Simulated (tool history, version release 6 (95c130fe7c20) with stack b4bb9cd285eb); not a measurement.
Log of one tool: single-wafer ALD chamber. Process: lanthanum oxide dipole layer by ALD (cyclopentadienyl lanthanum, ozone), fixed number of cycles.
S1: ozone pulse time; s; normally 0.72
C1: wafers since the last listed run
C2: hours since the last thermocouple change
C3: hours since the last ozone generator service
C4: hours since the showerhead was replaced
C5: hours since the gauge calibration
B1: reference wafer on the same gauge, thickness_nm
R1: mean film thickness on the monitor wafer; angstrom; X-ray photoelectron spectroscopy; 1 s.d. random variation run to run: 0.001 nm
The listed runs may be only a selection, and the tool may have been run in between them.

Run 1, day 0.000: usual settings; C1 0; C2 970.6; C3 1472.5; C4 3881.9; C5 118.1; B1 0.404. Result: R1 3.70 angstrom.
Run 2, day 0.417: usual settings; C1 154; C2 980.6; C3 1482.5; C4 3891.9; C5 128.1; B1 0.404. Result: R1 3.68 angstrom.
Run 3, day 0.962: usual settings; C1 202; C2 993.7; C3 1495.6; C4 3905.0; C5 141.2; B1 0.404. Result: R1 3.68 angstrom.
Run 4, day 1.625: usual settings but S1 0.50 s; C1 245; C2 1009.6; C3 1511.5; C4 3920.9; C5 157.1; B1 0.404. Result: R1 2.80 angstrom.
Run 5, day 2.162: usual settings but S1 0.50 s; C1 199; C2 1022.5; C3 1524.4; C4 3933.8; C5 170.0; B1 0.404. Result: R1 2.78 angstrom.
Run 6, day 2.700: usual settings but S1 0.50 s; C1 199; C2 1035.4; C3 1537.3; C4 3946.7; C5 182.9; B1 0.404. Result: R1 2.78 angstrom.
Run 7, day 3.317: usual settings; C1 228; C2 1050.2; C3 1552.1; C4 3961.5; C5 197.7; B1 0.404. Result: R1 3.67 angstrom.
Run 8, day 3.571: usual settings; C1 94; C2 1056.3; C3 1558.2; C4 3967.6; C5 203.8; B1 0.404. Result: R1 3.66 angstrom.
Run 9, day 4.142: usual settings but S1 0.89 s; C1 211; C2 1070.0; C3 1571.9; C4 3981.3; C5 217.5; B1 0.404. Result: R1 4.14 angstrom.
Run 10, day 4.429: usual settings but S1 0.49 s; C1 106; C2 1076.9; C3 1578.8; C4 3988.2; C5 224.4; B1 0.404. Result: R1 2.71 angstrom.
Run 11, day 4.808: usual settings but S1 0.49 s; C1 140; C2 1086.0; C3 1587.9; C4 3997.3; C5 233.5; B1 0.404. Result: R1 2.73 angstrom.
Run 12, day 5.317: usual settings but S1 0.49 s; C1 188; C2 1098.2; C3 1600.1; C4 4009.5; C5 245.7; B1 0.404. Result: R1 2.72 angstrom.
At day 6.021: ozone generator serviced.
Run 13, day 6.042: usual settings but S1 0.93 s; C1 145; C2 1115.6; C3 0.5; C4 4026.9; C5 263.1; B1 0.404. Result: R1 4.65 angstrom.
Run 14, day 6.400: usual settings but S1 0.93 s; C1 132; C2 1124.2; C3 9.1; C4 4035.5; C5 271.7; B1 0.404. Result: R1 4.62 angstrom.
Run 15, day 6.658: usual settings but S1 0.57 s; C1 95; C2 1130.4; C3 15.3; C4 4041.7; C5 277.9; B1 0.404. Result: R1 3.56 angstrom.
Run 16, day 7.308: usual settings but S1 0.57 s; C1 240; C2 1146.0; C3 30.9; C4 4057.3; C5 293.5; B1 0.404. Result: R1 3.54 angstrom.
At day 7.888: showerhead replaced.
Run 17, day 7.908: usual settings but S1 0.48 s; C1 98; C2 1160.4; C3 45.3; C4 0.5; C5 307.9; B1 0.404. Result: R1 3.10 angstrom.
Run 18, day 8.338: usual settings but S1 0.46 s; C1 158; C2 1170.7; C3 55.6; C4 10.8; C5 318.2; B1 0.404. Result: R1 3.00 angstrom.
Run 19, day 9.054: usual settings; C1 265; C2 1187.9; C3 72.8; C4 28.0; C5 335.4; B1 0.404. Result: R1 4.11 angstrom.
Run 20, day 9.742: usual settings but S1 0.97 s; C1 254; C2 1204.4; C3 89.3; C4 44.5; C5 351.9; B1 0.404. Result: R1 4.69 angstrom.
Run 21, day 10.296: usual settings but S1 0.94 s; C1 205; C2 1217.7; C3 102.6; C4 57.8; C5 365.2; B1 0.404. Result: R1 4.61 angstrom.
Run 22, day 10.862: usual settings but S1 0.99 s; C1 209; C2 1231.3; C3 116.2; C4 71.4; C5 378.8; B1 0.404. Result: R1 4.72 angstrom.
Run 23, day 11.142: usual settings but S1 0.52 s; C1 103; C2 1238.0; C3 122.9; C4 78.1; C5 385.5; B1 0.404. Result: R1 3.31 angstrom.
Run 24, day 11.817: usual settings but S1 0.92 s; C1 249; C2 1254.2; C3 139.1; C4 94.3; C5 401.7; B1 0.404. Result: R1 4.57 angstrom.
Run 25, day 12.433: usual settings but S1 0.63 s; C1 228; C2 1269.0; C3 153.9; C4 109.1; C5 416.5; B1 0.404. Result: R1 3.77 angstrom.
Run 26, day 13.033: usual settings but S1 0.85 s; C1 222; C2 1283.4; C3 168.3; C4 123.5; C5 430.9; B1 0.404. Result: R1 4.42 angstrom.
At day 13.583: thermocouple changed; heater temperature recalibrated.
At day 13.583: gauge calibrated.
Run 27, day 13.733: usual settings but S1 0.83 s; C1 135; C2 3.6; C3 185.1; C4 140.3; C5 3.6; B1 0.404. Result: R1 4.38 angstrom.
Run 28, day 14.471: usual settings but S1 0.59 s; C1 273; C2 21.3; C3 202.8; C4 158.0; C5 21.3; B1 0.404. Result: R1 3.58 angstrom.
Run 29, day 14.979: usual settings; C1 188; C2 33.5; C3 215.0; C4 170.2; C5 33.5; B1 0.404. Result: R1 4.08 angstrom.
Run 30, day 15.600: usual settings; C1 229; C2 48.4; C3 229.9; C4 185.1; C5 48.4; B1 0.404. Result: R1 4.06 angstrom.
Run 31, day 16.333: usual settings but S1 0.86 s; C1 271; C2 66.0; C3 247.5; C4 202.7; C5 66.0; B1 0.404. Result: R1 4.42 angstrom.
Run 32, day 17.079: usual settings but S1 0.53 s; C1 276; C2 83.9; C3 265.4; C4 220.6; C5 83.9; B1 0.404. Result: R1 3.32 angstrom.
Run 33, day 17.633: usual settings; C1 205; C2 97.2; C3 278.7; C4 233.9; C5 97.2; B1 0.404. Result: R1 4.05 angstrom.
Run 34, day 18.196: usual settings but S1 0.82 s; C1 208; C2 110.7; C3 292.2; C4 247.4; C5 110.7; B1 0.404. Result: R1 4.32 angstrom.
Run 35, day 18.771: usual settings; C1 212; C2 124.5; C3 306.0; C4 261.2; C5 124.5; B1 0.404. Result: R1 4.06 angstrom.

For each run, what was the tool's unlogged condition?
wafer temperature above the value expected at the setpoint (K): 0 at every run
gauge reads high (%): 0 at every run
H1: ozone dose above that of a generator just serviced (%)
run     H1
  1  -18.2
  2  -18.3
  3  -18.4
  4  -18.6
  5  -18.7
  6  -18.8
  7    -19
  8    -19
  9  -19.1
 10  -19.2
 11  -19.3
 12  -19.4
 13  -1.97
 14  -2.05
 15  -2.11
 16  -2.26
 17  -2.39
 18  -2.49
 19  -2.65
 20  -2.81
 21  -2.93
 22  -3.06
 23  -3.12
 24  -3.28
 25  -3.41
 26  -3.55
 27  -3.71
 28  -3.88
 29  -3.99
 30  -4.13
 31   -4.3
 32  -4.46
 33  -4.59
 34  -4.72
 35  -4.85

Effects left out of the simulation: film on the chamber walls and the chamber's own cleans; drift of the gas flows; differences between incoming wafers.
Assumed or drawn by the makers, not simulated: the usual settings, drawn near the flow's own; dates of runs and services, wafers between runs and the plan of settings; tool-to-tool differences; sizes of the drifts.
